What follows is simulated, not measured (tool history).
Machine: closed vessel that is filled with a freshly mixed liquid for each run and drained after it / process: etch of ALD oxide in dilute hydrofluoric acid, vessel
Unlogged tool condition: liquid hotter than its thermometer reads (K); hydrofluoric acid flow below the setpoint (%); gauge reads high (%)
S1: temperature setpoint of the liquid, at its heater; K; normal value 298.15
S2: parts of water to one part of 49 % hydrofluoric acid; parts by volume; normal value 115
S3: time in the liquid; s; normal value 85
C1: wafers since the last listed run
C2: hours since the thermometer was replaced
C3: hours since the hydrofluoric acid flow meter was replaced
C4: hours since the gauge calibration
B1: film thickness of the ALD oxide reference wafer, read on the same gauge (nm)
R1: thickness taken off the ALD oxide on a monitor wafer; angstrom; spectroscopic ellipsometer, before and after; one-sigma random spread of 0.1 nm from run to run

Run 1, day 0.000: usual settings; C1 0; C2 1943.4; C3 1033.8; C4 295.9; B1 139.97. Result: R1 262.2 angstrom.
Run 2, day 3.979: usual settings; C1 8074; C2 2038.9; C3 1129.3; C4 391.4; B1 140.02. Result: R1 260.6 angstrom.
Run 3, day 4.679: usual settings; C1 1420; C2 2055.7; C3 1146.1; C4 408.2; B1 140.01. Result: R1 261.6 angstrom.
Run 4, day 5.658: usual settings; C1 1986; C2 2079.2; C3 1169.6; C4 431.7; B1 139.98. Result: R1 260.1 angstrom.
Run 5, day 6.504: usual settings; C1 1716; C2 2099.5; C3 1189.9; C4 452.0; B1 139.97. Result: R1 258.8 angstrom.
At day 7.471: thermometer replaced.
Run 6, day 7.871: usual settings; C1 2688; C2 9.6; C3 1222.7; C4 484.8; B1 139.98. Result: R1 234.2 angstrom.
Run 7, day 9.492: usual settings but S3 120 s; C1 3288; C2 48.5; C3 1261.6; C4 523.7; B1 139.99. Result: R1 329.7 angstrom.
Run 8, day 10.362: usual settings but S3 120 s; C1 1766; C2 69.4; C3 1282.5; C4 544.6; B1 139.99. Result: R1 329.9 angstrom.
Run 9, day 11.442: usual settings but S3 120 s; C1 2189; C2 95.3; C3 1308.4; C4 570.5; B1 139.99. Result: R1 328.3 angstrom.
At day 11.471: gauge calibrated.
Run 10, day 11.958: usual settings but S2 80 parts by volume; C1 1048; C2 107.7; C3 1320.8; C4 11.7; B1 140.00. Result: R1 350.8 angstrom.
Run 11, day 12.483: usual settings; C1 1065; C2 120.3; C3 1333.4; C4 24.3; B1 139.99. Result: R1 231.2 angstrom.
Run 12, day 13.158: usual settings but S1 301.15 K, S2 85 parts by volume, S3 105 s; C1 1369; C2 136.5; C3 1349.6; C4 40.5; B1 139.99. Result: R1 452.7 angstrom.
At day 13.438: hydrofluoric acid flow meter replaced.
Run 13, day 14.221: usual settings but S1 302.65 K; C1 2071; C2 162.0; C3 18.8; C4 66.0; B1 140.02. Result: R1 312.2 angstrom.

The next listed run, before its measurement:
Run 14, day 15.683: usual settings but S2 130 parts by volume; C1 2967; C2 197.1; C3 53.9; C4 101.1; B1 ?. Result: R1 ?.

Run 14 gave B1 140.01, R1 229.6 angstrom.
If the tool had no hidden condition, the same run with the same run-to-run variation would have returned R1 231.9 angstrom.

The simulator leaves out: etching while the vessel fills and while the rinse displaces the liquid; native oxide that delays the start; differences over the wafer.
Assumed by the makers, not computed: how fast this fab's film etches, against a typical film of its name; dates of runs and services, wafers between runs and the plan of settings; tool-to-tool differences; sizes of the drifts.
